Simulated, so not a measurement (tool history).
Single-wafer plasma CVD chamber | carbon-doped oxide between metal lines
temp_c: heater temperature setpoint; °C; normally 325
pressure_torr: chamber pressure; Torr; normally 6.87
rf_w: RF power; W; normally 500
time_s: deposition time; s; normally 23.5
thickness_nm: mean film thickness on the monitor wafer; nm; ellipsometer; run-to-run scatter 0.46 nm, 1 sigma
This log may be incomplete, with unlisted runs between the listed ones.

run,hour,temp_c,pressure_torr,rf_w,time_s,wafers since the last listed run,hours since the last thermocouple change,hours since the last RF generator calibration,hours since the last manometer calibration,hours since the showerhead was replaced,hours since the gauge calibration,"read-back reference wafer on the same gauge, thickness_nm",thickness_nm
1,0.0,325,6.87,500,20.2,0,1527.3,762.8,212.4,5896.1,1502.0,139.955,108.638
2,37.2,325,6.87,500,23.5,753,1564.5,800.0,249.6,5933.3,1539.2,140.066,125.702
3,142.6,325,6.87,500,23.5,2134,1669.9,905.4,355.0,6038.7,1644.6,139.971,125.668
# hour 192.4: RF generator calibrated
4,192.9,325,6.87,500,23.5,856,1720.2,0.5,405.3,6089.0,1694.9,139.901,131.844
5,287.3,336,7.37,500,23.5,1911,1814.6,94.9,499.7,6183.4,1789.3,139.991,127.646
6,370.5,319,6.87,500,23.5,1684,1897.8,178.1,582.9,6266.6,1872.5,139.841,131.743
7,434.5,319,6.87,500,23.5,1296,1961.8,242.1,646.9,6330.6,1936.5,139.914,131.984
8,495.5,319,6.87,500,23.5,1235,2022.8,303.1,707.9,6391.6,1997.5,139.906,130.700
9,555.1,325,6.33,500,23.5,1207,2082.4,362.7,767.5,6451.2,2057.1,140.082,127.263
# hour 613.0: thermocouple changed; heater temperature recalibrated
10,736.9,325,6.33,500,23.5,3519,123.9,544.5,949.3,6633.0,2238.9,139.942,128.703
# hour 787.8: gauge calibrated
# hour 788.6: capacitance manometer re-zeroed and calibrated
11,789.1,325,5.23,555,20.2,895,176.1,596.7,0.5,6685.2,1.3,139.873,117.622
12,990.9,325,6.87,500,23.5,4086,377.9,798.5,202.3,6887.0,203.1,140.002,127.272
13,1057.0,331,6.87,545,19.0,1338,444.0,864.6,268.4,6953.1,269.2,139.920,109.253
# hour 1113.2: RF generator calibrated
14,1147.1,338,6.87,500,23.5,1662,534.1,33.9,358.5,7043.2,359.3,139.967,127.457
15,1207.0,336,6.87,500,23.5,1213,594.0,93.8,418.4,7103.1,419.2,139.947,126.865
16,1257.4,325,6.38,500,23.5,1020,644.4,144.2,468.8,7153.5,469.6,140.004,130.338
# hour 1316.4: showerhead replaced
17,1348.8,325,6.87,570,27.1,1688,735.8,235.6,560.2,32.4,561.0,140.089,166.164
18,1451.5,325,6.87,400,23.5,2079,838.5,338.3,662.9,135.1,663.7,139.994,103.387
19,1522.8,325,6.09,500,23.5,1443,909.8,409.6,734.2,206.4,735.0,139.962,126.991
20,1583.1,325,6.87,500,23.5,1221,970.1,469.9,794.5,266.7,795.3,139.987,127.180
21,1631.3,325,6.87,410,18.9,976,1018.3,518.1,842.7,314.9,843.5,140.016,84.470

Run 22 comes next. What will it give?
22,1685.5,325,6.87,575,23.5,1097,1072.5,572.3,896.9,369.1,897.7,?,?

Run 22 measured read-back reference wafer on the same gauge, thickness_nm 139.930, thickness_nm 142.262 nm.
If the tool had no hidden condition, the same run with the same run-to-run variation would have returned thickness_nm 150.352 nm.
